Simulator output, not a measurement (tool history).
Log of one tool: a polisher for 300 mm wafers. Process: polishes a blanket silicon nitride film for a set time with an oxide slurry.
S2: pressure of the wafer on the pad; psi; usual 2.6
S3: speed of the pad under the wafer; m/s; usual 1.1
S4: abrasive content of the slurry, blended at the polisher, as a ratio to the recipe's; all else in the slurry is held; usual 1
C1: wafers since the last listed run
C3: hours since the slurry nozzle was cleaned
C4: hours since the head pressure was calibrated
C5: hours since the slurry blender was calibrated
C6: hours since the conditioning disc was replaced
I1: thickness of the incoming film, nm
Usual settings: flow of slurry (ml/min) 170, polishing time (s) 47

run 1 hour=0 | flow_of_slurry_(ml/min)=170 S2=2.6 S3=1.1 S4=1 polishing_time_(s)=47 | C1=0 wafers_polished_on_this_pad=412 C3=195.6 C4=401 C5=142.4 C6=123.7 | I1=547 | film_removed_(nm)=24.5
run 2 hour=17.1 | flow_of_slurry_(ml/min)=170 S2=2.6 S3=1.1 S4=1 polishing_time_(s)=47 | C1=182 wafers_polished_on_this_pad=595 C3=212.7 C4=418.1 C5=159.5 C6=140.8 | I1=545.2 | film_removed_(nm)=24.6
-- hour=43.4 slurry blender recalibrated
run 3 hour=43.9 | flow_of_slurry_(ml/min)=170 S2=2.6 S3=1.1 S4=1 polishing_time_(s)=47 | C1=264 wafers_polished_on_this_pad=859 C3=239.5 C4=444.9 C5=0.5 C6=167.6 | I1=554.3 | film_removed_(nm)=24.2
-- hour=57.3 worn pad replaced by a new one
-- hour=66.8 conditioning disc replaced and pad reconditioned
run 4 hour=78.7 | flow_of_slurry_(ml/min)=170 S2=2.6 S3=1.1 S4=1 polishing_time_(s)=47 | C1=307 wafers_polished_on_this_pad=206 C3=274.3 C4=479.7 C5=35.3 C6=11.9 | I1=545.7 | film_removed_(nm)=26.5
run 5 hour=103.8 | flow_of_slurry_(ml/min)=170 S2=2.6 S3=1.1 S4=1 polishing_time_(s)=47 | C1=267 wafers_polished_on_this_pad=474 C3=299.4 C4=504.8 C5=60.4 C6=37 | I1=546.2 | film_removed_(nm)=25.8
run 6 hour=131.4 | flow_of_slurry_(ml/min)=170 S2=2.6 S3=1.1 S4=1 polishing_time_(s)=47 | C1=294 wafers_polished_on_this_pad=769 C3=327 C4=532.4 C5=88 C6=64.6 | I1=554.6 | film_removed_(nm)=25.2
run 7 hour=147.8 | flow_of_slurry_(ml/min)=170 S2=2.1 S3=1.1 S4=1 polishing_time_(s)=47 | C1=175 wafers_polished_on_this_pad=944 C3=343.4 C4=548.8 C5=104.4 C6=81 | I1=553.8 | film_removed_(nm)=20.4
run 8 hour=161.1 | flow_of_slurry_(ml/min)=170 S2=2.1 S3=1.1 S4=1 polishing_time_(s)=47 | C1=141 wafers_polished_on_this_pad=1086 C3=356.7 C4=562.1 C5=117.7 C6=94.3 | I1=555.8 | film_removed_(nm)=19.6
-- hour=172.1 worn pad replaced by a new one
-- hour=188 slurry blender recalibrated
run 9 hour=199.7 | flow_of_slurry_(ml/min)=170 S2=2.6 S3=1.1 S4=1 polishing_time_(s)=47 | C1=348 wafers_polished_on_this_pad=273 C3=395.3 C4=600.7 C5=11.7 C6=132.9 | I1=549.7 | film_removed_(nm)=24.3
-- hour=224.5 slurry nozzle cleaned
run 10 hour=227.7 | flow_of_slurry_(ml/min)=170 S2=2.6 S3=1.1 S4=0.9 polishing_time_(s)=47 | C1=288 wafers_polished_on_this_pad=561 C3=3.2 C4=628.7 C5=39.7 C6=160.9 | I1=539.4 | film_removed_(nm)=23.2
run 11 hour=249.4 | flow_of_slurry_(ml/min)=170 S2=2.6 S3=1.1 S4=0.9 polishing_time_(s)=47 | C1=231 wafers_polished_on_this_pad=793 C3=24.9 C4=650.4 C5=61.4 C6=182.6 | I1=538.6 | film_removed_(nm)=22.7
-- hour=269.4 worn pad replaced by a new one
run 12 hour=270.7 | flow_of_slurry_(ml/min)=170 S2=2.6 S3=1.1 S4=1 polishing_time_(s)=47 | C1=184 wafers_polished_on_this_pad=13 C3=46.2 C4=671.7 C5=82.7 C6=203.9 | I1=556.2 | film_removed_(nm)=23.8
-- hour=285.5 conditioning disc replaced and pad reconditioned
run 13 hour=285.9 | flow_of_slurry_(ml/min)=155 S2=2.2 S3=0.96 S4=1 polishing_time_(s)=47 | C1=140 wafers_polished_on_this_pad=154 C3=61.4 C4=686.9 C5=97.9 C6=0.4 | I1=545.6 | film_removed_(nm)=19.6
run 14 hour=316.7 | flow_of_slurry_(ml/min)=170 S2=2.9 S3=1.1 S4=1 polishing_time_(s)=42 | C1=328 wafers_polished_on_this_pad=483 C3=92.2 C4=717.7 C5=128.7 C6=31.2 | I1=548.9 | film_removed_(nm)=25
-- hour=332 head pressure recalibrated
run 15 hour=343.7 | flow_of_slurry_(ml/min)=170 S2=2.3 S3=1.1 S4=1 polishing_time_(s)=47 | C1=266 wafers_polished_on_this_pad=750 C3=119.2 C4=11.7 C5=155.7 C6=58.2 | I1=541.7 | film_removed_(nm)=22.6
-- hour=346.1 slurry blender recalibrated
run 16 hour=356.6 | flow_of_slurry_(ml/min)=150 S2=3 S3=1.34 S4=1 polishing_time_(s)=47 | C1=116 wafers_polished_on_this_pad=866 C3=132.1 C4=24.6 C5=10.5 C6=71.1 | I1=557.9 | film_removed_(nm)=31.6
-- hour=368.8 worn pad replaced by a new one
run 17 hour=375.9 | flow_of_slurry_(ml/min)=170 S2=1.9 S3=1.1 S4=1.3 polishing_time_(s)=52 | C1=163 wafers_polished_on_this_pad=75 C3=151.4 C4=43.9 C5=29.8 C6=90.4 | I1=541.6 | film_removed_(nm)=22.3
run 18 hour=405.1 | flow_of_slurry_(ml/min)=225 S2=2.6 S3=1.1 S4=1.15 polishing_time_(s)=47 | C1=311 wafers_polished_on_this_pad=387 C3=180.6 C4=73.1 C5=59 C6=119.6 | I1=553.3 | film_removed_(nm)=27.4
run 19 hour=419.1 | flow_of_slurry_(ml/min)=170 S2=2.6 S3=1.1 S4=1 polishing_time_(s)=47 | C1=149 wafers_polished_on_this_pad=536 C3=194.6 C4=87.1 C5=73 C6=133.6 | I1=544.7 | film_removed_(nm)=24.6
run 20 hour=456.3 | flow_of_slurry_(ml/min)=155 S2=2.2 S3=1.46 S4=1.15 polishing_time_(s)=47 | C1=397 wafers_polished_on_this_pad=933 C3=231.8 C4=124.3 C5=110.2 C6=170.8 | I1=547.8 | film_removed_(nm)=26.3
-- hour=473.4 worn pad replaced by a new one
run 21 hour=473.9 | flow_of_slurry_(ml/min)=140 S2=1.9 S3=1.22 S4=1.1 polishing_time_(s)=47 | C1=145 wafers_polished_on_this_pad=4 C3=249.4 C4=141.9 C5=127.8 C6=188.4 | I1=538 | film_removed_(nm)=19.7
-- hour=500.6 conditioning disc replaced and pad reconditioned
run 22 hour=501.7 | flow_of_slurry_(ml/min)=170 S2=2.6 S3=1.1 S4=1 polishing_time_(s)=39 | C1=275 wafers_polished_on_this_pad=280 C3=277.2 C4=169.7 C5=155.6 C6=1.1 | I1=545.3 | film_removed_(nm)=21.7
-- hour=508.8 slurry blender recalibrated
run 23 hour=523.2 | flow_of_slurry_(ml/min)=225 S2=2.6 S3=1.1 S4=1.15 polishing_time_(s)=34 | C1=208 wafers_polished_on_this_pad=488 C3=298.7 C4=191.2 C5=14.4 C6=22.6 | I1=544.7 | film_removed_(nm)=20.7

Hidden state or all else? Some run-to-run changes of film removed (nm), split into what the settings, what came in and random variation would give without the hidden state, and what is left for the hidden state (with any gauge scatter that isn't in both results):
The hidden state here: removal rate lost through wear of the pad, %; slurry flow missing at the pad, %; deviation of the head's pressure from its setpoint, %; abrasive missing from the slurry, %; time polished since the conditioner stopped cutting, s.
Run 12 -> 13: flow of slurry (ml/min) 170 -> 155, S2 2.6 -> 2.2, S3 1.1 -> 0.96, conditioning disc replaced and pad reconditioned. film removed (nm) -4.2: hidden state +2.5, all else -6.7.
Run 15 -> 16: flow of slurry (ml/min) 170 -> 150, S2 2.3 -> 3, S3 1.1 -> 1.34, slurry blender recalibrated. film removed (nm) +9: hidden state -2.2, all else +11.2.
Run 16 -> 17: flow of slurry (ml/min) 150 -> 170, S2 3 -> 1.9, S3 1.34 -> 1.1, S4 1 -> 1.3, polishing time (s) 47 -> 52, worn pad replaced by a new one. film removed (nm) -9.3: hidden state +2.1, all else -11.4.
